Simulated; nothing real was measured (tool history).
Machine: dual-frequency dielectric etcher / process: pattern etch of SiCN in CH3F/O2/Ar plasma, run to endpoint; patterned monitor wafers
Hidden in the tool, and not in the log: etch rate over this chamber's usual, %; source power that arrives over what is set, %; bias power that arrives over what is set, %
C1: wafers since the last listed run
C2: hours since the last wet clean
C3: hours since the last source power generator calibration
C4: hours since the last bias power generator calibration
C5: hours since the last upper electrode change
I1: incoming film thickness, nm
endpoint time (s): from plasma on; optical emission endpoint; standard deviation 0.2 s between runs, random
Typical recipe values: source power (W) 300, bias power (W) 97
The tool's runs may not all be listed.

run 1 hour=0.0 | source_power_(W)=300 bias_power_(W)=97 | C1=0 C2=194.4 C3=1810.8 C4=1237.8 C5=4688.7 | I1=10.50 | endpoint_time_(s)=25.6
run 2 hour=40.2 | source_power_(W)=300 bias_power_(W)=97 | C1=694 C2=234.6 C3=1851.0 C4=1278.0 C5=4728.9 | I1=10.53 | endpoint_time_(s)=25.3
run 3 hour=110.5 | source_power_(W)=300 bias_power_(W)=97 | C1=1213 C2=304.9 C3=1921.3 C4=1348.3 C5=4799.2 | I1=10.47 | endpoint_time_(s)=25.3
run 4 hour=170.0 | source_power_(W)=330 bias_power_(W)=97 | C1=1027 C2=364.4 C3=1980.8 C4=1407.8 C5=4858.7 | I1=10.52 | endpoint_time_(s)=24.7
run 5 hour=257.1 | source_power_(W)=330 bias_power_(W)=97 | C1=1503 C2=451.5 C3=2067.9 C4=1494.9 C5=4945.8 | I1=10.46 | endpoint_time_(s)=24.9
run 6 hour=340.3 | source_power_(W)=360 bias_power_(W)=91 | C1=1436 C2=534.7 C3=2151.1 C4=1578.1 C5=5029.0 | I1=10.55 | endpoint_time_(s)=24.3
run 7 hour=384.6 | source_power_(W)=300 bias_power_(W)=97 | C1=764 C2=579.0 C3=2195.4 C4=1622.4 C5=5073.3 | I1=10.41 | endpoint_time_(s)=25.4
run 8 hour=423.5 | source_power_(W)=300 bias_power_(W)=97 | C1=671 C2=617.9 C3=2234.3 C4=1661.3 C5=5112.2 | I1=10.41 | endpoint_time_(s)=25.1
-- hour=456.1 wet clean of the chamber
run 9 hour=463.2 | source_power_(W)=300 bias_power_(W)=97 | C1=271 C2=7.1 C3=2274.0 C4=1701.0 C5=5151.9 | I1=10.58 | endpoint_time_(s)=25.6
run 10 hour=756.8 | source_power_(W)=260 bias_power_(W)=110 | C1=5069 C2=300.7 C3=2567.6 C4=1994.6 C5=5445.5 | I1=10.54 | endpoint_time_(s)=25.6
-- hour=796.5 source power generator calibrated
-- hour=944.3 bias power generator calibrated
run 11 hour=944.8 | source_power_(W)=300 bias_power_(W)=78 | C1=3108 C2=488.7 C3=148.3 C4=0.5 C5=5633.5 | I1=10.58 | endpoint_time_(s)=27.6
run 12 hour=982.6 | source_power_(W)=300 bias_power_(W)=97 | C1=652 C2=526.5 C3=186.1 C4=38.3 C5=5671.3 | I1=10.41 | endpoint_time_(s)=25.3
run 13 hour=1021.2 | source_power_(W)=260 bias_power_(W)=106 | C1=666 C2=565.1 C3=224.7 C4=76.9 C5=5709.9 | I1=10.42 | endpoint_time_(s)=25.5
-- hour=1051.3 upper electrode replaced
-- hour=1117.8 wet clean of the chamber
run 14 hour=1298.9 | source_power_(W)=360 bias_power_(W)=105 | C1=3966 C2=181.1 C3=502.4 C4=354.6 C5=247.6 | I1=10.38 | endpoint_time_(s)=23.3
run 15 hour=1361.5 | source_power_(W)=300 bias_power_(W)=78 | C1=1080 C2=243.7 C3=565.0 C4=417.2 C5=310.2 | I1=10.49 | endpoint_time_(s)=27.1
run 16 hour=1423.5 | source_power_(W)=330 bias_power_(W)=104 | C1=1070 C2=305.7 C3=627.0 C4=479.2 C5=372.2 | I1=10.48 | endpoint_time_(s)=24.1
run 17 hour=1492.6 | source_power_(W)=230 bias_power_(W)=97 | C1=1193 C2=374.8 C3=696.1 C4=548.3 C5=441.3 | I1=10.49 | endpoint_time_(s)=27.9
run 18 hour=1589.1 | source_power_(W)=260 bias_power_(W)=107 | C1=1666 C2=471.3 C3=792.6 C4=644.8 C5=537.8 | I1=10.45 | endpoint_time_(s)=25.5
run 19 hour=1691.7 | source_power_(W)=340 bias_power_(W)=75 | C1=1771 C2=573.9 C3=895.2 C4=747.4 C5=640.4 | I1=10.43 | endpoint_time_(s)=26.7

3 ways to go on from here, each from the tool as it stands after run 19. What would each give?
run A hour=1692.1 | source_power_(W)=300 bias_power_(W)=97 | C1=6 C2=574.3 C3=895.6 C4=747.8 C5=640.8 | I1=10.43 | endpoint_time_(s)=?
run B hour=1692.1 | source_power_(W)=340 bias_power_(W)=81 | C1=6 C2=574.3 C3=895.6 C4=747.8 C5=640.8 | I1=10.43 | endpoint_time_(s)=?
run C hour=1692.1 | source_power_(W)=300 bias_power_(W)=73 | C1=6 C2=574.3 C3=895.6 C4=747.8 C5=640.8 | I1=10.43 | endpoint_time_(s)=?

run=A endpoint_time_(s)=25.7
run=B endpoint_time_(s)=26.3
run=C endpoint_time_(s)=28.4
Had the tool no hidden state, the same runs would have come out as:
run=A endpoint_time_(s)=25.7
run=B endpoint_time_(s)=26.3
run=C endpoint_time_(s)=28.4
